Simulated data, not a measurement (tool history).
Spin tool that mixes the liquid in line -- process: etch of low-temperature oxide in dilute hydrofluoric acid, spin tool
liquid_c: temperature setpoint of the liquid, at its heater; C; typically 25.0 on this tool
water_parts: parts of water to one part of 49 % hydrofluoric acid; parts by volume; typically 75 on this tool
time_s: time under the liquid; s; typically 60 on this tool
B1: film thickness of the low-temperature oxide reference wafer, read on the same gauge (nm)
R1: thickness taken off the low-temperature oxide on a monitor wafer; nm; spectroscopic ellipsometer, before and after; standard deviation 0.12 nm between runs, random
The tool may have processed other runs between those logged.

Run 1, hour 0.0: usual settings; B1 59.99. Result: R1 18.97 nm.
Run 2, hour 25.5: usual settings but liquid_c 27.0 C; B1 59.99. Result: R1 20.74 nm.
Run 3, hour 33.6: usual settings; B1 60.01. Result: R1 19.04 nm.
Run 4, hour 47.2: usual settings; B1 60.00. Result: R1 19.16 nm.
Run 5, hour 62.2: usual settings; B1 59.98. Result: R1 19.01 nm.
Run 6, hour 75.8: usual settings but time_s 40 s; B1 59.99. Result: R1 12.69 nm.
Run 7, hour 88.3: usual settings but time_s 40 s; B1 60.02. Result: R1 12.91 nm.
Run 8, hour 96.6: usual settings but time_s 40 s; B1 59.98. Result: R1 12.73 nm.
Run 9, hour 112.3: usual settings; B1 60.01. Result: R1 18.99 nm.
Run 10, hour 129.1: usual settings; B1 60.01. Result: R1 18.92 nm.
At hour 151.9: gauge calibrated.
At hour 152.4: hydrofluoric acid flow meter replaced.
Run 11, hour 178.2: usual settings; B1 60.00. Result: R1 18.88 nm.
Run 12, hour 189.8: usual settings; B1 59.99. Result: R1 19.43 nm.
Run 13, hour 201.0: usual settings but water_parts 60 parts by volume, time_s 90 s; B1 60.01. Result: R1 36.75 nm.
At hour 203.0: thermometer replaced.
Run 14, hour 208.3: usual settings but liquid_c 20.0 C; B1 60.00. Result: R1 15.86 nm.
Run 15, hour 217.4: usual settings; B1 59.99. Result: R1 19.16 nm.
Run 16, hour 226.3: usual settings; B1 59.99. Result: R1 19.09 nm.
Run 17, hour 241.2: usual settings; B1 59.98. Result: R1 19.09 nm.
Run 18, hour 257.3: usual settings but liquid_c 20.5 C, water_parts 40 parts by volume, time_s 45 s; B1 59.97. Result: R1 23.34 nm.
Run 19, hour 269.8: usual settings but liquid_c 29.0 C, water_parts 90 parts by volume, time_s 45 s; B1 59.98. Result: R1 13.72 nm.
Run 20, hour 286.0: usual settings; B1 59.99. Result: R1 19.06 nm.
Run 21, hour 302.8: usual settings but liquid_c 22.5 C, water_parts 55 parts by volume; B1 60.01. Result: R1 24.28 nm.
Run 22, hour 315.5: usual settings but liquid_c 23.0 C, time_s 40 s; B1 59.98. Result: R1 11.73 nm.
Run 23, hour 322.1: usual settings; B1 60.00. Result: R1 19.33 nm.
Run 24, hour 337.7: usual settings; B1 60.02. Result: R1 19.23 nm.
Run 25, hour 354.3: usual settings but liquid_c 28.0 C, water_parts 40 parts by volume, time_s 75 s; B1 60.00. Result: R1 53.38 nm.
Run 26, hour 363.7: usual settings but time_s 95 s; B1 60.00. Result: R1 30.31 nm.
Run 27, hour 370.9: usual settings but water_parts 95 parts by volume, time_s 50 s; B1 60.02. Result: R1 12.32 nm.
Run 28, hour 381.1: usual settings but liquid_c 23.0 C, water_parts 100 parts by volume, time_s 75 s; B1 60.03. Result: R1 16.22 nm.
Run 29, hour 391.7: usual settings but liquid_c 29.5 C, water_parts 60 parts by volume, time_s 40 s; B1 59.99. Result: R1 19.68 nm.
Run 30, hour 409.7: usual settings but water_parts 50 parts by volume; B1 60.00. Result: R1 29.89 nm.
Run 31, hour 455.0: usual settings but liquid_c 29.0 C, water_parts 60 parts by volume; B1 60.00. Result: R1 28.57 nm.

Predict the results of run 32:
Run 32, hour 470.9: usual settings; B1 ?. Result: R1 ?.

B1: 60.01
R1: 19.17 nm
Take away the tool's hidden state, keep the run-to-run variation as it was, and the same run would have given R1 19.17 nm.
